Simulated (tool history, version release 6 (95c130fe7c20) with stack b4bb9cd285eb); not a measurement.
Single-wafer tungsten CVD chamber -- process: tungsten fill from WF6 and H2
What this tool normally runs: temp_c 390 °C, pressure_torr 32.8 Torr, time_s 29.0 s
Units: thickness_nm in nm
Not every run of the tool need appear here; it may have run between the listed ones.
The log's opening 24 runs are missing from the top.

run	hour	temp_c	pressure_torr	time_s	wafers since the last listed run	hours since the last thermocouple change	hours since the last manometer calibration	hours since the showerhead was replaced	hours since the gauge calibration	read-back reference wafer on the same gauge, thickness_nm	thickness_nm
25	1812.1	398	32.8	34.4	1793	847.4	262.2	1873.7	1281.5	59.150	96.170
26	1858.8	394	32.8	26.0	894	894.1	308.9	1920.4	1328.2	59.271	68.188
27	1953.1	399	36.5	29.0	1805	988.4	403.2	2014.7	1422.5	59.238	86.562
28	1993.8	403	37.6	29.0	779	1029.1	443.9	2055.4	1463.2	59.184	93.038
29	2048.2	395	28.9	23.7	1041	1083.5	498.3	2109.8	1517.6	59.178	59.815
30	2086.7	403	37.6	29.0	737	1122.0	536.8	2148.3	1556.1	59.132	93.049
31	2189.8	390	25.9	29.0	1973	1225.1	639.9	2251.4	1659.2	59.154	63.968
32	2232.1	383	27.0	31.1	809	1267.4	682.2	2293.7	1701.5	59.196	61.748
33	2268.8	381	25.0	29.0	702	1304.1	718.9	2330.4	1738.2	59.253	53.954
34	2332.7	390	32.8	29.0	1223	1368.0	782.8	2394.3	1802.1	59.164	70.865
# hour 2365.0: capacitance manometer re-zeroed and calibrated
35	2421.1	390	37.3	23.4	1539	1456.4	56.1	2482.7	1890.5	59.172	60.528

Each row is a separate what-if for the run after 35, all from the same tool condition, not one after another. Results?
A	2421.5	390	32.8	32.6	7	1456.8	56.5	2483.1	1890.9	?	?
B	2421.5	384	28.9	25.5	7	1456.8	56.5	2483.1	1890.9	?	?
C	2421.5	390	26.7	29.0	7	1456.8	56.5	2483.1	1890.9	?	?

run	read-back reference wafer on the same gauge, thickness_nm	thickness_nm
A	59.217	79.617
B	59.217	53.087
C	59.217	64.774
With no hidden state in the tool, these same runs would have given:
run	thickness_nm
A	79.617
B	53.087
C	64.774
